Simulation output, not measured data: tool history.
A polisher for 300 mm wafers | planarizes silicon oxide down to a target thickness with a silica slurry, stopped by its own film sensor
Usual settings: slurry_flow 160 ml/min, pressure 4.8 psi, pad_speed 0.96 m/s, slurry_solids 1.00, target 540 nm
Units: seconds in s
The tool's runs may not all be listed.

run	hour	slurry_flow	pressure	pad_speed	slurry_solids	target	incoming thickness of the incoming film, nm	seconds
1	0.0	160	4.8	0.96	1.00	540	835.0	108.3
# hour 161.6: head pressure recalibrated
# hour 191.4: conditioning disc replaced and pad reconditioned
# hour 203.3: slurry blender recalibrated
2	215.6	160	4.8	0.96	1.00	540	855.6	117.8
3	268.9	160	4.8	0.96	1.00	540	855.2	114.0
4	338.2	160	4.8	0.96	1.00	540	853.5	116.8
# hour 367.4: worn pad replaced by a new one, repeated, since the last time left the tool worse
5	409.6	160	4.8	0.96	1.00	540	857.1	99.3
# hour 451.2: slurry nozzle cleaned
6	470.1	160	4.8	0.96	1.00	540	847.7	100.0
7	523.5	160	4.8	0.96	1.00	540	849.8	101.6
8	574.2	160	4.8	0.96	1.00	540	860.0	107.9
# hour 630.6: head pressure recalibrated
9	639.1	160	4.8	0.96	1.25	540	848.4	91.1
10	663.8	160	4.4	0.96	1.00	580	847.2	97.1
# hour 671.5: slurry blender recalibrated
# hour 680.0: conditioning disc replaced and pad reconditioned
11	719.7	160	3.8	1.26	1.00	540	857.8	106.6
12	755.3	185	4.8	0.62	1.00	540	846.3	139.1
# hour 776.6: worn pad replaced by a new one
13	803.1	160	4.8	0.96	1.00	540	841.8	95.4
14	829.9	145	4.8	1.22	1.15	540	844.9	72.5
15	876.4	160	4.8	0.96	1.00	540	854.9	104.1
16	916.6	160	4.8	1.06	1.00	613	851.2	70.0
17	977.6	160	4.8	0.66	1.00	604	859.9	110.0
# hour 1016.2: head pressure recalibrated
18	1017.9	160	4.8	0.96	1.00	540	849.8	103.1
# hour 1039.5: slurry nozzle cleaned
19	1082.1	160	4.8	0.96	1.00	540	866.0	107.0
20	1127.3	160	3.9	0.96	1.00	540	842.1	125.2
# hour 1148.1: conditioning disc replaced and pad reconditioned
# hour 1160.2: worn pad replaced by a new one
21	1198.6	160	4.8	0.96	1.15	540	857.0	91.9
# hour 1220.0: slurry blender recalibrated
22	1256.9	160	3.3	0.84	1.00	540	838.3	153.2
23	1281.3	190	4.8	1.22	1.10	540	840.9	71.1
24	1336.1	160	4.8	1.12	1.00	540	862.6	91.3
# hour 1418.9: head pressure recalibrated
25	1471.1	160	4.4	0.96	1.00	580	844.0	93.4
# hour 1518.8: conditioning disc replaced and pad reconditioned
# hour 1563.1: worn pad replaced by a new one
# hour 1570.5: slurry nozzle cleaned
# hour 1646.1: slurry blender recalibrated
26	1681.2	160	4.8	0.96	1.20	582	852.5	81.9

3 ways to go on from here, each from the tool as it stands after run 26. What would each give?
A	1681.7	160	4.8	0.96	0.85	540	846.1	?
B	1681.7	180	5.4	0.96	1.00	479	846.1	?
C	1681.7	140	4.8	0.96	1.00	445	846.1	?

run	seconds
A	106.9
B	103.4
C	133.0
Without the tool's hidden state the same runs would have given:
run	seconds
A	102.2
B	98.9
C	127.2

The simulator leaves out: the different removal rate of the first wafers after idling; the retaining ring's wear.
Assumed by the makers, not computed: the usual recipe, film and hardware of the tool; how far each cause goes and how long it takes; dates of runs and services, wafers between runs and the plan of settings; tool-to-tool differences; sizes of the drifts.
